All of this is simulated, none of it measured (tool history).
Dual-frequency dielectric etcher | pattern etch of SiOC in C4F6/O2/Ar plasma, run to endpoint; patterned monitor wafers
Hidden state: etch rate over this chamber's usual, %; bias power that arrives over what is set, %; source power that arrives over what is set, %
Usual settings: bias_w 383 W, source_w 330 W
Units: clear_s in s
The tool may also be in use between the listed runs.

| run | hour | bias_w | source_w | wafers since the last listed run | hours since the last wet clean | hours since the last bias power generator calibration | hours since the last source power generator calibration | hours since the last upper electrode change | incoming incoming film thickness, nm | clear_s |
|---|---|---|---|---|---|---|---|---|---|---|
| 1 | 0 | 383 | 330 | 0 | 233 | 3153.8 | 4304.7 | 2693.7 | 39.9 | 16.8 |
| 2 | 11.8 | 451 | 330 | 97 | 244.8 | 3165.6 | 4316.5 | 2705.5 | 39.4 | 16.1 |
| 3 | 19.9 | 451 | 330 | 67 | 252.9 | 3173.7 | 4324.6 | 2713.6 | 39.7 | 16.3 |
| 4 | 28.1 | 452 | 330 | 67 | 261.1 | 3181.9 | 4332.8 | 2721.8 | 39.72 | 16.4 |
| 5 | 44.9 | 452 | 330 | 139 | 277.9 | 3198.7 | 4349.6 | 2738.6 | 40.16 | 16.7 |
| 6 | 52.8 | 452 | 330 | 65 | 285.8 | 3206.6 | 4357.5 | 2746.5 | 40.06 | 16.4 |
| 7 | 60.8 | 454 | 290 | 66 | 293.8 | 3214.6 | 4365.5 | 2754.5 | 39.61 | 17.2 |
| 8 | 68.6 | 454 | 290 | 64 | 301.6 | 3222.4 | 4373.3 | 2762.3 | 39.82 | 16.9 |
| 9 | 81.7 | 454 | 290 | 108 | 314.7 | 3235.5 | 4386.4 | 2775.4 | 40.01 | 17.2 |
| 10 | 97.6 | 383 | 280 | 131 | 330.6 | 3251.4 | 4402.3 | 2791.3 | 39.46 | 17.9 |
| 11 | 110.7 | 383 | 330 | 108 | 343.7 | 3264.5 | 4415.4 | 2804.4 | 39.71 | 16.8 |
| 12 | 122.8 | 383 | 330 | 100 | 355.8 | 3276.6 | 4427.5 | 2816.5 | 40.09 | 17.3 |
| 13 | 131.3 | 383 | 330 | 70 | 364.3 | 3285.1 | 4436 | 2825 | 39.84 | 17.2 |
| 14 | 164.8 | 383 | 330 | 277 | 397.8 | 3318.6 | 4469.5 | 2858.5 | 39.86 | 17.2 |
| 15 | 181.9 | 411 | 290 | 141 | 414.9 | 3335.7 | 4486.6 | 2875.6 | 39.98 | 17.6 |
| 16 | 194 | 411 | 290 | 100 | 427 | 3347.8 | 4498.7 | 2887.7 | 39.9 | 17.7 |
|  | 220.9 | bias power generator calibrated |
| 17 | 221.4 | 383 | 360 | 194 | 454.4 | 0.5 | 4526.1 | 2915.1 | 39.63 | 16.6 |
| 18 | 233.9 | 330 | 270 | 103 | 466.9 | 13 | 4538.6 | 2927.6 | 39.95 | 19.2 |
| 19 | 242.4 | 383 | 330 | 70 | 475.4 | 21.5 | 4547.1 | 2936.1 | 39.47 | 16.9 |
| 20 | 258.6 | 303 | 260 | 134 | 491.6 | 37.7 | 4563.3 | 2952.3 | 39.69 | 19.9 |
| 21 | 270.2 | 291 | 330 | 96 | 503.2 | 49.3 | 4574.9 | 2963.9 | 40.06 | 18.3 |
|  | 279.7 | source power generator calibrated |
| 22 | 283.5 | 451 | 250 | 77 | 516.5 | 62.6 | 3.8 | 2977.2 | 39.51 | 18 |
| 23 | 299.1 | 458 | 370 | 129 | 532.1 | 78.2 | 19.4 | 2992.8 | 39.8 | 16.1 |
|  | 328.2 | wet clean of the chamber |
| 24 | 328.7 | 287 | 350 | 46 | 0.5 | 107.8 | 49 | 3022.4 | 39.69 | 17.1 |
| 25 | 329 | 463 | 380 | 2 | 0.8 | 108.1 | 49.3 | 3022.7 | 39.76 | 15 |
|  | 356 | upper electrode replaced |
| 26 | 356.5 | 383 | 330 | 29 | 28.3 | 135.6 | 76.8 | 0.5 | 39.77 | 16.5 |
| 27 | 356.8 | 336 | 260 | 2 | 28.6 | 135.9 | 77.1 | 0.8 | 39.67 | 18.4 |
| 28 | 360 | 383 | 270 | 26 | 31.8 | 139.1 | 80.3 | 4 | 39.86 | 17.6 |
| 29 | 408.2 | 460 | 410 | 399 | 80 | 187.3 | 128.5 | 52.2 | 39.99 | 14.6 |
| 30 | 419.4 | 467 | 370 | 92 | 91.2 | 198.5 | 139.7 | 63.4 | 39.86 | 15.2 |
| 31 | 436.9 | 467 | 370 | 145 | 108.7 | 216 | 157.2 | 80.9 | 40.13 | 15.5 |
| 32 | 448 | 473 | 280 | 92 | 119.8 | 227.1 | 168.3 | 92 | 39.96 | 17 |

Measured less the same run without the tool's hidden state. The same run-to-run variation is in both; the gauge's scatter may not be:
| run | clear_s |
|---|---|
| 1 | +0.3 |
| 2 | +0.4 |
| 3 | +0.4 |
| 4 | +0.3 |
| 5 | +0.4 |
| 6 | +0.4 |
| 7 | +0.4 |
| 8 | +0.4 |
| 9 | +0.5 |
| 10 | +0.5 |
| 11 | +0.4 |
| 12 | +0.5 |
| 13 | +0.5 |
| 14 | +0.6 |
| 15 | +0.6 |
| 16 | +0.6 |
| 17 | +0.6 |
| 18 | +0.7 |
| 19 | +0.6 |
| 20 | +0.8 |
| 21 | +0.8 |
| 22 | +0.7 |
| 23 | +0.7 |
| 24 | -0.1 |
| 25 | +0 |
| 26 | +0 |
| 27 | +0 |
| 28 | -0.1 |
| 29 | +0 |
| 30 | +0.1 |
| 31 | +0.1 |
| 32 | +0.1 |
